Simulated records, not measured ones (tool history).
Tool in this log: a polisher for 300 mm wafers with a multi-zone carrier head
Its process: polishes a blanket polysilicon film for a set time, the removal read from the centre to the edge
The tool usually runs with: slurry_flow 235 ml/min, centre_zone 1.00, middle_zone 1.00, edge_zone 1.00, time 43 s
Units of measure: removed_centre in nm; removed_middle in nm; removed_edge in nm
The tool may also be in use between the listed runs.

run   hour  slurry_flow  centre_zone  middle_zone  edge_zone  time  incoming thickness of the incoming film, nm  removed_centre  removed_middle  removed_edge
  1    0.0          235         1.00         1.00       1.00    43                                       2240.4           319.2           309.7         318.9
      13.8  -- centre zone pressure recalibrated
  2   15.5          235         1.00         1.00       1.00    43                                       2235.4           306.7           301.5         312.2
  3   22.2          235         1.00         1.00       1.00    43                                       2211.7           310.9           304.5         314.7
      27.5  -- edge zone pressure recalibrated
  4   34.8          235         1.00         0.91       1.00    43                                       2216.7           312.1           275.8         304.8
      44.4  -- carrier head's membrane replaced by a new one
  5   44.9          235         1.00         1.04       1.00    43                                       2229.9           309.8           306.8         307.3
      60.6  -- worn pad replaced by a new one
  6   61.1          185         1.00         1.10       0.88    58                                       2228.9           451.3           480.8         421.2
  7   67.9          235         1.03         1.00       1.00    43                                       2210.3           347.4           324.2         327.9
  8   85.6          235         1.00         1.00       0.94    36                                       2262.0           270.5           261.4         258.4
  9   94.7          190         0.93         1.11       1.00    51                                       2237.9           354.2           395.2         362.6
 10  102.9          210         1.00         1.00       1.00    43                                       2275.9           311.3           301.3         305.5
 11  115.9          235         1.00         1.00       1.00    43                                       2213.3           314.3           301.1         307.8
 12  123.0          235         1.04         1.00       1.05    43                                       2226.9           320.4           294.6         315.3

What does the tool deliver on the next run?
 13  133.0          290         1.00         0.90       1.00    43                                       2275.5               ?               ?             ?

removed_centre: 318.4 nm
removed_middle: 273.9 nm
removed_edge: 307.9 nm
Had the tool carried no hidden state, the very same run would have given removed_centre 368.8 nm, removed_middle 317.3 nm, removed_edge 356.7 nm.
